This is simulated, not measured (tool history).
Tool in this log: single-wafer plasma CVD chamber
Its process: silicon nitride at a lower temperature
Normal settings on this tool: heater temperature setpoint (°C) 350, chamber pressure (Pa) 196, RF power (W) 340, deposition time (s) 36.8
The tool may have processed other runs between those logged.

run,hour,heater temperature setpoint (°C),chamber pressure (Pa),RF power (W),deposition time (s),wafers since the last listed run,hours since the last thermocouple change,hours since the last RF generator calibration,hours since the last manometer calibration,hours since the showerhead was replaced,hours since the gauge calibration,"read-back reference wafer on the same gauge, thickness_nm",mean film thickness on the monitor wafer (nm)
1,0,353,196,340,36.8,0,1120.1,921.9,1710.2,5748.8,534.4,59.756,50.546
2,67.2,353,196,340,36.8,971,1187.3,989.1,1777.4,5816,601.6,59.812,50.927
3,129.6,353,196,340,36.8,902,1249.7,1051.5,1839.8,5878.4,664,59.802,50.514
4,191.8,350,196,340,36.8,899,1311.9,1113.7,1902,5940.6,726.2,59.782,50.317
5,329.1,350,196,340,36.8,1985,1449.2,1251,2039.3,6077.9,863.5,59.717,49.621
# hour 351.2: gauge calibrated
6,386.1,350,196,340,36.8,824,1506.2,1308,2096.3,6134.9,34.9,59.802,49.859
# hour 420.3: thermocouple changed; heater temperature recalibrated
7,420.6,350,196,340,36.8,383,0.3,1342.5,2130.8,6169.4,69.4,59.744,49.591
8,471,350,196,340,36.8,728,50.7,1392.9,2181.2,6219.8,119.8,59.821,49.432
9,496.5,350,196,340,36.8,368,76.2,1418.4,2206.7,6245.3,145.3,59.796,49.675
10,549.3,350,176,400,40.6,763,129,1471.2,2259.5,6298.1,198.1,59.759,58.256
11,588.5,350,196,340,41.3,566,168.2,1510.4,2298.7,6337.3,237.3,59.697,54.681
# hour 623.4: showerhead replaced
# hour 697: RF generator calibrated
# hour 756.1: capacitance manometer re-zeroed and calibrated
12,797.8,341,175,370,33.9,2680,377.5,100.8,41.7,174.4,446.6,59.821,47.859
13,903.7,350,156,340,32,1531,483.4,206.7,147.6,280.3,552.5,59.791,39.417
14,954.7,350,148,380,31.8,737,534.4,257.7,198.6,331.3,603.5,59.771,40.754
15,1018.4,358,233,340,36.8,921,598.1,321.4,262.3,395,667.2,59.769,54.812

Forecast each of these 5 alternatives for the next run:
A,1018.8,350,196,340,36.8,5,598.5,321.8,262.7,395.4,667.6,?,?
B,1018.8,350,151,280,36.8,5,598.5,321.8,262.7,395.4,667.6,?,?
C,1018.8,350,196,340,42.4,5,598.5,321.8,262.7,395.4,667.6,?,?
D,1018.8,350,177,340,40.3,5,598.5,321.8,262.7,395.4,667.6,?,?
E,1018.8,362,196,340,36.8,5,598.5,321.8,262.7,395.4,667.6,?,?

run,"read-back reference wafer on the same gauge, thickness_nm",mean film thickness on the monitor wafer (nm)
A,59.81,51.195
B,59.81,37.439
C,59.81,58.968
D,59.81,53.316
E,59.81,50.948
Had the tool no hidden state, the same runs would have come out as:
run,mean film thickness on the monitor wafer (nm)
A,51.615
B,37.779
C,59.451
D,53.753
E,51.366
